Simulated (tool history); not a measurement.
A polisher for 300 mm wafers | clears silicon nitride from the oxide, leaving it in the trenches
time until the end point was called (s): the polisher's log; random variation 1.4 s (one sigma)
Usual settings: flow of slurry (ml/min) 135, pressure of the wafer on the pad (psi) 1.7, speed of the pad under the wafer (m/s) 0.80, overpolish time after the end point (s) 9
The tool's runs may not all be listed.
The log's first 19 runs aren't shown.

run,day,flow of slurry (ml/min),pressure of the wafer on the pad (psi),speed of the pad under the wafer (m/s),overpolish time after the end point (s),"incoming thickness of the incoming film, nm",time until the end point was called (s)
20,19.521,135,1.7,0.80,9,44.6,120.2
# day 19.925: head pressure recalibrated
# day 20.633: worn pad replaced by a new one
21,20.704,160,1.9,0.80,9,44.5,104.3
22,21.742,95,2.2,0.70,9,45.4,119.2
23,23.238,120,1.9,1.02,7,45.0,93.8
24,23.796,150,1.4,0.52,7,44.6,201.0
25,25.192,135,1.7,0.80,9,45.2,125.9
26,26.417,100,1.7,0.70,11,44.9,155.3
# day 27.321: slurry nozzle cleaned
27,27.521,135,1.7,0.80,9,44.8,111.4
# day 28.592: worn pad replaced by a new one
28,28.967,95,1.2,0.80,9,45.3,174.0
29,30.321,135,1.7,0.80,9,44.4,112.1
30,31.692,160,1.7,0.80,9,44.5,109.4
31,32.600,110,1.7,0.98,13,44.9,101.1
32,33.800,100,2.2,0.80,6,45.3,97.4
33,34.688,135,1.7,0.72,9,45.3,125.3
34,35.729,135,1.7,0.80,9,44.8,116.3
35,36.283,110,1.4,0.88,6,45.4,137.9
# day 36.804: worn pad replaced by a new one
36,37.158,135,1.7,0.80,11,44.5,115.4
# day 37.846: head pressure recalibrated
37,38.254,170,1.7,1.04,4,44.3,87.3

3 ways to go on from here, each from the tool as it stands after run 37. What would each give?
A,38.275,135,1.7,0.80,14,45.9,?
B,38.275,135,1.7,0.60,11,45.9,?
C,38.275,170,1.7,0.80,14,45.9,?

run,time until the end point was called (s)
A,119.8
B,150.9
C,114.2
Without the tool's hidden state the same runs would have given:
run,time until the end point was called (s)
A,115.2
B,145.1
C,110.7
